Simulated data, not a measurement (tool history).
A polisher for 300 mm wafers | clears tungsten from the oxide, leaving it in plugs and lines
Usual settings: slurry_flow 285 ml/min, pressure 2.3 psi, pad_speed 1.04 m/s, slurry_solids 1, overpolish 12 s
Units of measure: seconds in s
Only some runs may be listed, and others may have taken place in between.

run    hour  slurry_flow  pressure  pad_speed  slurry_solids  overpolish  wafers since the last listed run  wafers polished on this pad  hours since the slurry nozzle was cleaned  hours since the head pressure was calibrated  hours since the slurry blender was calibrated  hours since the slurry got fresh peroxide  incoming thickness of the incoming film, nm  seconds
  1       0          285       2.1       1.04              1          12                                 0                           81                                      113.5                                         866.9                                          251.1                                        215                                        411.6    188.4
       50.7  -- slurry tank refilled with fresh slurry and peroxide
  2    80.7          285       2.1       1.04              1          12                               741                          823                                      194.2                                         947.6                                          331.8                                         30                                        412.9    188.4
      153.1  -- slurry blender recalibrated
  3   156.5          360       2.3       1.04              1          12                               686                         1509                                        270                                        1023.4                                            3.4                                      105.8                                        419.5      154
  4   207.2          360       2.3       1.04              1          12                               471                         1980                                      320.7                                        1074.1                                           54.1                                      156.5                                        420.8    160.8
      225.9  -- slurry nozzle cleaned
      275.1  -- worn pad replaced by a new one
  5   275.6          285       2.3       1.04              1          15                               589                            4                                       49.7                                        1142.5                                          122.5                                      224.9                                          411    161.8
  6   378.3          285       2.3       1.04              1          15                               955                          959                                      152.4                                        1245.2                                          225.2                                      327.6                                        412.9    166.3
      382.5  -- slurry tank refilled with fresh slurry and peroxide
  7   463.1          285       2.3       1.04              1          17                               779                         1738                                      237.2                                          1330                                            310                                       80.6                                        424.2    172.4
        521  -- head pressure recalibrated
  8   545.3          285       2.3       1.04              1          17                               745                         2484                                      319.4                                          24.3                                          392.2                                      162.8                                        416.8    181.4
      580.1  -- slurry nozzle cleaned
  9   584.3          285       2.3       1.04              1          12                               353                         2838                                        4.2                                          63.3                                          431.2                                      201.8                                        415.7      178
      609.9  -- slurry blender recalibrated
      615.7  -- worn pad replaced by a new one
 10   620.5          285       2.3       1.04              1          12                               280                           44                                       40.4                                          99.5                                           10.6                                        238                                        419.5    165.9
 11   672.8          185         3       0.68              1          12                               486                          531                                       92.7                                         151.8                                           62.9                                      290.3                                        405.9    201.7
      690.5  -- slurry tank refilled with fresh slurry and peroxide
 12     746          255       2.3       1.28           1.15          12                               671                         1202                                      165.9                                           225                                          136.1                                       55.5                                        414.9    136.7
 13     800          285       2.8       1.04              1          12                               502                         1704                                      219.9                                           279                                          190.1                                      109.5                                        409.3    141.7
      876.2  -- slurry nozzle cleaned
 14   903.6          215       2.9       1.04              1          16                               954                         2658                                       27.4                                         382.6                                          293.7                                      213.1                                          412    142.4
      928.6  -- worn pad replaced by a new one
 15     944          285       2.3       1.04              1          12                               338                          142                                       67.8                                           423                                          334.1                                      253.5                                        423.8    181.3
      962.8  -- slurry tank refilled with fresh slurry and peroxide
 16  1039.5          285       2.3       1.04              1          15                               878                         1021                                      163.3                                         518.5                                          429.6                                       76.7                                        416.6    177.8
     1057.9  -- slurry blender recalibrated
 17  1123.3          205       2.3       1.16              1          12                               760                         1782                                      247.1                                         602.3                                           65.4                                      160.5                                        414.3    152.1
     1204.5  -- slurry nozzle cleaned
     1240.6  -- worn pad replaced by a new one
       1249  -- slurry tank refilled with fresh slurry and peroxide
 18  1370.5          285       2.3       1.04              1          12                              2243                         1198                                        166                                         849.5                                          312.6                                      121.5                                          415    170.8
 19    1434          345       2.3       0.92            1.1          10                               590                         1789                                      229.5                                           913                                          376.1                                        185                                        411.1    185.6
 20  1479.3          220       2.7       1.04              1          12                               421                         2210                                      274.8                                         958.3                                          421.4                                      230.3                                        408.7    146.8
     1485.9  -- slurry blender recalibrated
     1522.3  -- slurry tank refilled with fresh slurry and peroxide
       1523  -- slurry nozzle cleaned
     1538.4  -- worn pad replaced by a new one
 21  1554.1          285       2.3       1.04              1          15                               623                          145                                       31.1                                        1033.1                                           68.2                                       31.8                                          414    161.6

Measured minus without-hidden-state, run by run (identical run-to-run variation in each term; gauge scatter may differ):
What the log doesn't record here: removal rate lost through wear of the pad, %; slurry flow missing at the pad, %; deviation of the head's pressure from its setpoint, %; abrasive missing from the slurry, %; peroxide lost from the slurry, %.
run  seconds
  1     +7.1
  2     +8.2
  3     -9.1
  4     -5.5
  5     -1.8
  6     +1.5
  7       +3
  8    +15.6
  9    +15.3
 10     -1.1
 11     +3.3
 12     +5.4
 13     +7.1
 14     +8.7
 15    +11.4
 16    +11.6
 17     -1.4
 18     +6.3
 19     +7.5
 20     +5.8
 21     -5.2
